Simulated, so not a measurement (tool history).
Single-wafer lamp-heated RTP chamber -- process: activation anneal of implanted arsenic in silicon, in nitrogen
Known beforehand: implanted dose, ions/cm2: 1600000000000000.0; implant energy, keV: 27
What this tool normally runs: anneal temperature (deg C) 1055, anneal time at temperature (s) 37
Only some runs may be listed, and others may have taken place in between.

| run | day | anneal temperature (deg C) | anneal time at temperature (s) | read-back reference wafer on the same gauge, sheet resistance | sheet resistance of the implanted and annealed layer (ohm/square) |
|---|---|---|---|---|---|
| 1 | 0 | 1055 | 37 | 104.26 | 87.06 |
| 2 | 2.925 | 1055 | 37 | 104.5 | 87.03 |
| 3 | 5.088 | 1055 | 37 | 104.63 | 88.05 |
| 4 | 6.242 | 1055 | 37 | 104.77 | 87.45 |
| 5 | 8.233 | 1055 | 37 | 104.77 | 88.26 |
|  | 10.117 | pyrometer window cleaned and pyrometer calibrated |
| 6 | 10.55 | 1055 | 37 | 104.93 | 88.16 |
| 7 | 12.575 | 1055 | 37 | 105.29 | 88.12 |
| 8 | 14.35 | 1055 | 37 | 105.51 | 88.5 |
| 9 | 16.142 | 1055 | 37 | 105.74 | 88.85 |
| 10 | 18.488 | 1055 | 37 | 106.01 | 88.27 |
|  | 19.892 | gauge calibrated |
| 11 | 21.383 | 1055 | 37 | 104.37 | 87.78 |
| 12 | 24.133 | 1055 | 37 | 104.39 | 87.51 |
| 13 | 25.583 | 1055 | 37 | 104.33 | 88.18 |
| 14 | 27.071 | 1055 | 37 | 104.42 | 87.84 |
| 15 | 28.092 | 1055 | 37 | 104.56 | 87.17 |
| 16 | 29.862 | 1055 | 37 | 104.45 | 87.8 |
| 17 | 30.892 | 1055 | 37 | 104.65 | 87.9 |
|  | 31.683 | reflector plate cleaned |
| 18 | 33.817 | 1046 | 58 | 104.8 | 85.14 |
| 19 | 36.167 | 1063 | 30 | 104.96 | 88.16 |
| 20 | 37.529 | 1077 | 47 | 104.93 | 80.97 |
|  | 38.175 | pyrometer window cleaned and pyrometer calibrated |
| 21 | 39.404 | 1055 | 37 | 105.07 | 88.17 |
| 22 | 41.662 | 1083 | 51 | 105.28 | 78.95 |
| 23 | 43.679 | 1055 | 37 | 105.42 | 88.69 |
| 24 | 45.688 | 1071 | 54 | 105.77 | 81.84 |
| 25 | 47.538 | 1072 | 56 | 105.91 | 80.67 |
| 26 | 49.121 | 1025 | 55 | 105.99 | 93.18 |
| 27 | 50.179 | 1055 | 37 | 106.21 | 89.26 |
| 28 | 52.283 | 1055 | 37 | 106.46 | 89.76 |
| 29 | 54.879 | 1031 | 45 | 106.91 | 94.72 |
| 30 | 56.121 | 1077 | 37 | 107.05 | 84.07 |
| 31 | 57.125 | 1028 | 58 | 107.19 | 93.15 |
| 32 | 59.096 | 1055 | 37 | 107.54 | 90.27 |
| 33 | 60.217 | 1078 | 21 | 107.63 | 90.04 |
| 34 | 61.288 | 1028 | 58 | 107.92 | 93.4 |
| 35 | 62.346 | 1045 | 17 | 108.02 | 101.87 |
|  | 63.575 | gauge calibrated |
| 36 | 64.954 | 1035 | 52 | 104.56 | 89.51 |
| 37 | 67.446 | 1055 | 55 | 104.66 | 83.63 |
|  | 68.546 | pyrometer window cleaned and pyrometer calibrated |
| 38 | 69.967 | 1044 | 37 | 104.75 | 89.82 |

Hidden state, per run?
true wafer temperature minus pyrometer reading, K: 0 across all the runs
wafer temperature error from the tarnished reflector plate, K: 0 across all the runs
H1: gauge reads high (%)
| run | H1 |
|---|---|
| 1 | 0.196 |
| 2 | 0.383 |
| 3 | 0.544 |
| 4 | 0.637 |
| 5 | 0.81 |
| 6 | 1.03 |
| 7 | 1.24 |
| 8 | 1.44 |
| 9 | 1.65 |
| 10 | 1.95 |
| 11 | 0.319 |
| 12 | 0.351 |
| 13 | 0.379 |
| 14 | 0.417 |
| 15 | 0.448 |
| 16 | 0.511 |
| 17 | 0.554 |
| 18 | 0.698 |
| 19 | 0.838 |
| 20 | 0.929 |
| 21 | 1.07 |
| 22 | 1.25 |
| 23 | 1.43 |
| 24 | 1.63 |
| 25 | 1.82 |
| 26 | 2 |
| 27 | 2.13 |
| 28 | 2.39 |
| 29 | 2.73 |
| 30 | 2.91 |
| 31 | 3.05 |
| 32 | 3.35 |
| 33 | 3.53 |
| 34 | 3.7 |
| 35 | 3.87 |
| 36 | 0.529 |
| 37 | 0.555 |
| 38 | 0.606 |
